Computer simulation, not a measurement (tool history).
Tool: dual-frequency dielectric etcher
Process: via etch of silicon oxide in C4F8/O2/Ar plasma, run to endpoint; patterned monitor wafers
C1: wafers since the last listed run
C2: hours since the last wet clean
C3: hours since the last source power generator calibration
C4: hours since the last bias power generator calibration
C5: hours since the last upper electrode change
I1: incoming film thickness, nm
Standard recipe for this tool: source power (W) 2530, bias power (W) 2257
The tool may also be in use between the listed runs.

{"run": 1, "hour": 0.0, "source power (W)": 2530, "bias power (W)": 2257, "C1": 0, "C2": 324, "C3": 2237.5, "C4": 1440.8, "C5": 2113.7, "I1": 1272.2, "endpoint time (s)": 244}
{"run": 2, "hour": 38.0, "source power (W)": 2700, "bias power (W)": 2257, "C1": 288, "C2": 362, "C3": 2275.5, "C4": 1478.8, "C5": 2151.7, "I1": 1251.5, "endpoint time (s)": 237}
{"run": 3, "hour": 86.5, "source power (W)": 2530, "bias power (W)": 2257, "C1": 368, "C2": 410.5, "C3": 2324, "C4": 1527.3, "C5": 2200.2, "I1": 1256.2, "endpoint time (s)": 242.7}
{"hour": 156.9, "done": "wet clean of the chamber"}
{"run": 4, "hour": 157.4, "source power (W)": 2530, "bias power (W)": 2257, "C1": 356, "C2": 0.5, "C3": 2394.9, "C4": 1598.2, "C5": 2271.1, "I1": 1264.2, "endpoint time (s)": 241}
{"run": 5, "hour": 203.0, "source power (W)": 2530, "bias power (W)": 2257, "C1": 346, "C2": 46.1, "C3": 2440.5, "C4": 1643.8, "C5": 2316.7, "I1": 1255, "endpoint time (s)": 240.8}
{"run": 6, "hour": 245.2, "source power (W)": 2530, "bias power (W)": 2257, "C1": 320, "C2": 88.3, "C3": 2482.7, "C4": 1686, "C5": 2358.9, "I1": 1243.3, "endpoint time (s)": 238.3}
{"run": 7, "hour": 287.1, "source power (W)": 2530, "bias power (W)": 2257, "C1": 318, "C2": 130.2, "C3": 2524.6, "C4": 1727.9, "C5": 2400.8, "I1": 1264, "endpoint time (s)": 243.5}
{"run": 8, "hour": 357.4, "source power (W)": 2530, "bias power (W)": 2466, "C1": 534, "C2": 200.5, "C3": 2594.9, "C4": 1798.2, "C5": 2471.1, "I1": 1256, "endpoint time (s)": 235.1}
{"run": 9, "hour": 394.6, "source power (W)": 2530, "bias power (W)": 2466, "C1": 282, "C2": 237.7, "C3": 2632.1, "C4": 1835.4, "C5": 2508.3, "I1": 1266.6, "endpoint time (s)": 239.2}
{"run": 10, "hour": 458.8, "source power (W)": 2530, "bias power (W)": 2257, "C1": 488, "C2": 301.9, "C3": 2696.3, "C4": 1899.6, "C5": 2572.5, "I1": 1258.4, "endpoint time (s)": 245.3}
{"hour": 480.3, "done": "bias power generator calibrated"}
{"run": 11, "hour": 509.2, "source power (W)": 2530, "bias power (W)": 2625, "C1": 352, "C2": 352.3, "C3": 2746.7, "C4": 28.9, "C5": 2622.9, "I1": 1272.2, "endpoint time (s)": 232.8}
{"hour": 576.2, "done": "upper electrode replaced"}
{"run": 12, "hour": 576.7, "source power (W)": 2720, "bias power (W)": 2427, "C1": 330, "C2": 419.8, "C3": 2814.2, "C4": 96.4, "C5": 0.5, "I1": 1262.2, "endpoint time (s)": 231.9}
{"run": 13, "hour": 642.0, "source power (W)": 2720, "bias power (W)": 2427, "C1": 496, "C2": 485.1, "C3": 2879.5, "C4": 161.7, "C5": 65.8, "I1": 1273.6, "endpoint time (s)": 235}
{"hour": 683.7, "done": "wet clean of the chamber"}
{"run": 14, "hour": 704.0, "source power (W)": 2720, "bias power (W)": 2427, "C1": 288, "C2": 20.3, "C3": 2941.5, "C4": 223.7, "C5": 127.8, "I1": 1259, "endpoint time (s)": 225.6}
{"run": 15, "hour": 758.4, "source power (W)": 2530, "bias power (W)": 2257, "C1": 413, "C2": 74.7, "C3": 2995.9, "C4": 278.1, "C5": 182.2, "I1": 1263.9, "endpoint time (s)": 237.4}
{"run": 16, "hour": 783.9, "source power (W)": 2530, "bias power (W)": 2638, "C1": 193, "C2": 100.2, "C3": 3021.4, "C4": 303.6, "C5": 207.7, "I1": 1253, "endpoint time (s)": 224.9}
{"run": 17, "hour": 838.4, "source power (W)": 2530, "bias power (W)": 2257, "C1": 414, "C2": 154.7, "C3": 3075.9, "C4": 358.1, "C5": 262.2, "I1": 1273.3, "endpoint time (s)": 240.7}
{"run": 18, "hour": 898.2, "source power (W)": 2530, "bias power (W)": 2257, "C1": 454, "C2": 214.5, "C3": 3135.7, "C4": 417.9, "C5": 322, "I1": 1277.9, "endpoint time (s)": 242.2}
{"run": 19, "hour": 951.7, "source power (W)": 3070, "bias power (W)": 2257, "C1": 406, "C2": 268, "C3": 3189.2, "C4": 471.4, "C5": 375.5, "I1": 1270.9, "endpoint time (s)": 227.3}
{"run": 20, "hour": 1015.7, "source power (W)": 2530, "bias power (W)": 2257, "C1": 486, "C2": 332, "C3": 3253.2, "C4": 535.4, "C5": 439.5, "I1": 1278.1, "endpoint time (s)": 244.6}
{"run": 21, "hour": 1059.3, "source power (W)": 2150, "bias power (W)": 2531, "C1": 331, "C2": 375.6, "C3": 3296.8, "C4": 579, "C5": 483.1, "I1": 1260.9, "endpoint time (s)": 245.2}
{"run": 22, "hour": 1097.3, "source power (W)": 2530, "bias power (W)": 2257, "C1": 288, "C2": 413.6, "C3": 3334.8, "C4": 617, "C5": 521.1, "I1": 1274.1, "endpoint time (s)": 244.4}
{"hour": 1122.4, "done": "wet clean of the chamber"}
{"run": 23, "hour": 1154.6, "source power (W)": 2530, "bias power (W)": 2257, "C1": 253, "C2": 32.2, "C3": 3392.1, "C4": 674.3, "C5": 578.4, "I1": 1269.5, "endpoint time (s)": 237.8}
{"run": 24, "hour": 1209.1, "source power (W)": 2530, "bias power (W)": 2257, "C1": 414, "C2": 86.7, "C3": 3446.6, "C4": 728.8, "C5": 632.9, "I1": 1264.5, "endpoint time (s)": 239.4}
{"run": 25, "hour": 1248.3, "source power (W)": 3090, "bias power (W)": 2094, "C1": 298, "C2": 125.9, "C3": 3485.8, "C4": 768, "C5": 672.1, "I1": 1268.8, "endpoint time (s)": 229.3}
{"run": 26, "hour": 1309.0, "source power (W)": 2060, "bias power (W)": 2766, "C1": 461, "C2": 186.6, "C3": 3546.5, "C4": 828.7, "C5": 732.8, "I1": 1263.1, "endpoint time (s)": 240.3}
{"run": 27, "hour": 1367.7, "source power (W)": 2260, "bias power (W)": 1930, "C1": 446, "C2": 245.3, "C3": 3605.2, "C4": 887.4, "C5": 791.5, "I1": 1254.3, "endpoint time (s)": 261.3}
{"hour": 1373.9, "done": "source power generator calibrated"}
{"run": 28, "hour": 1422.8, "source power (W)": 2320, "bias power (W)": 1764, "C1": 388, "C2": 300.4, "C3": 48.9, "C4": 942.5, "C5": 846.6, "I1": 1265.1, "endpoint time (s)": 268.5}
{"run": 29, "hour": 1482.9, "source power (W)": 2370, "bias power (W)": 1752, "C1": 457, "C2": 360.5, "C3": 109, "C4": 1002.6, "C5": 906.7, "I1": 1256.6, "endpoint time (s)": 265.4}
{"hour": 1534.5, "done": "wet clean of the chamber"}
{"run": 30, "hour": 1535.0, "source power (W)": 1930, "bias power (W)": 1746, "C1": 213, "C2": 0.5, "C3": 161.1, "C4": 1054.7, "C5": 958.8, "I1": 1250.8, "endpoint time (s)": 279}
{"run": 31, "hour": 1582.3, "source power (W)": 2530, "bias power (W)": 1780, "C1": 359, "C2": 47.8, "C3": 208.4, "C4": 1102, "C5": 1006.1, "I1": 1265.2, "endpoint time (s)": 255.4}
{"run": 32, "hour": 1607.4, "source power (W)": 3010, "bias power (W)": 2591, "C1": 190, "C2": 72.9, "C3": 233.5, "C4": 1127.1, "C5": 1031.2, "I1": 1258.6, "endpoint time (s)": 214.7}

Estimate the outcome of run 33 from the log above:
{"run": 33, "hour": 1646.1, "source power (W)": 2530, "bias power (W)": 2461, "C1": 294, "C2": 111.6, "C3": 272.2, "C4": 1165.8, "C5": 1069.9, "I1": 1262.6, "endpoint time (s)": "?"}

{"run 33": {"endpoint time (s)": 233.7}}
On a tool with no hidden condition, and with the same random variation, this run would have come out at endpoint time (s) 230.5.
